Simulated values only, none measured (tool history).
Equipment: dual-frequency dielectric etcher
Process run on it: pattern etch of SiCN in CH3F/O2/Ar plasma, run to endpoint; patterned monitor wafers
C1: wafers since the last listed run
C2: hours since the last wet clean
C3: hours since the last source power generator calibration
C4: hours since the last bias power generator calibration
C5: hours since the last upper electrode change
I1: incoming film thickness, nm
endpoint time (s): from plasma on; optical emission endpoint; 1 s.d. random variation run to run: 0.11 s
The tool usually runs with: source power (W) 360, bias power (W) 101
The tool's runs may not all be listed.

Run 1, hour 0.0: usual settings; C1 0; C2 584.2; C3 2189.6; C4 3957.9; C5 2236.9; I1 8.30. Result: endpoint time (s) 18.7.
At hour 33.7: wet clean of the chamber.
Run 2, hour 84.1: usual settings; C1 1019; C2 50.4; C3 2273.7; C4 4042.0; C5 2321.0; I1 8.31. Result: endpoint time (s) 19.0.
Run 3, hour 148.9: usual settings; C1 1099; C2 115.2; C3 2338.5; C4 4106.8; C5 2385.8; I1 8.28. Result: endpoint time (s) 18.8.
Run 4, hour 227.5: usual settings; C1 1333; C2 193.8; C3 2417.1; C4 4185.4; C5 2464.4; I1 8.26. Result: endpoint time (s) 18.9.
Run 5, hour 305.3: usual settings but source power (W) 290; C1 1320; C2 271.6; C3 2494.9; C4 4263.2; C5 2542.2; I1 8.34. Result: endpoint time (s) 20.5.
Run 6, hour 367.5: usual settings; C1 1055; C2 333.8; C3 2557.1; C4 4325.4; C5 2604.4; I1 8.37. Result: endpoint time (s) 19.2.
Run 7, hour 432.8: usual settings; C1 1108; C2 399.1; C3 2622.4; C4 4390.7; C5 2669.7; I1 8.30. Result: endpoint time (s) 18.8.
At hour 499.9: bias power generator calibrated.
Run 8, hour 517.7: usual settings but bias power (W) 88; C1 1372; C2 484.0; C3 2707.3; C4 17.8; C5 2754.6; I1 8.34. Result: endpoint time (s) 20.0.
At hour 600.1: source power generator calibrated.
At hour 622.8: wet clean of the chamber.
Run 9, hour 623.3: usual settings but source power (W) 440, bias power (W) 108; C1 1339; C2 0.5; C3 23.2; C4 123.4; C5 2860.2; I1 8.38. Result: endpoint time (s) 17.5.
At hour 727.0: upper electrode replaced.
Run 10, hour 727.5: usual settings but source power (W) 390, bias power (W) 94; C1 1361; C2 104.7; C3 127.4; C4 227.6; C5 0.5; I1 8.28. Result: endpoint time (s) 18.8.
Run 11, hour 780.9: usual settings but source power (W) 330, bias power (W) 120; C1 906; C2 158.1; C3 180.8; C4 281.0; C5 53.9; I1 8.39. Result: endpoint time (s) 18.6.
Run 12, hour 886.1: usual settings but source power (W) 400, bias power (W) 80; C1 1785; C2 263.3; C3 286.0; C4 386.2; C5 159.1; I1 8.34. Result: endpoint time (s) 19.7.
Run 13, hour 952.2: usual settings; C1 1121; C2 329.4; C3 352.1; C4 452.3; C5 225.2; I1 8.30. Result: endpoint time (s) 18.9.
Run 14, hour 1032.8: usual settings but source power (W) 280, bias power (W) 112; C1 1367; C2 410.0; C3 432.7; C4 532.9; C5 305.8; I1 8.28. Result: endpoint time (s) 20.2.

4 options for the next run, each taken on its own from the tool as it stands now. Forecast them:
Run A, hour 1033.2: usual settings but source power (W) 320; C1 6; C2 410.4; C3 433.1; C4 533.3; C5 306.2; I1 8.29. Result: endpoint time (s) ?.
Run B, hour 1033.2: usual settings but source power (W) 440, bias power (W) 119; C1 6; C2 410.4; C3 433.1; C4 533.3; C5 306.2; I1 8.29. Result: endpoint time (s) ?.
Run C, hour 1033.2: usual settings but source power (W) 400, bias power (W) 90; C1 6; C2 410.4; C3 433.1; C4 533.3; C5 306.2; I1 8.29. Result: endpoint time (s) ?.
Run D, hour 1033.2: usual settings but source power (W) 400, bias power (W) 77; C1 6; C2 410.4; C3 433.1; C4 533.3; C5 306.2; I1 8.29. Result: endpoint time (s) ?.

run  endpoint time (s)
  A               19.6
  B               16.4
  C               18.7
  D               19.7
Without the tool's hidden state the same runs would have given:
run  endpoint time (s)
  A               19.6
  B               16.4
  C               18.7
  D               19.7

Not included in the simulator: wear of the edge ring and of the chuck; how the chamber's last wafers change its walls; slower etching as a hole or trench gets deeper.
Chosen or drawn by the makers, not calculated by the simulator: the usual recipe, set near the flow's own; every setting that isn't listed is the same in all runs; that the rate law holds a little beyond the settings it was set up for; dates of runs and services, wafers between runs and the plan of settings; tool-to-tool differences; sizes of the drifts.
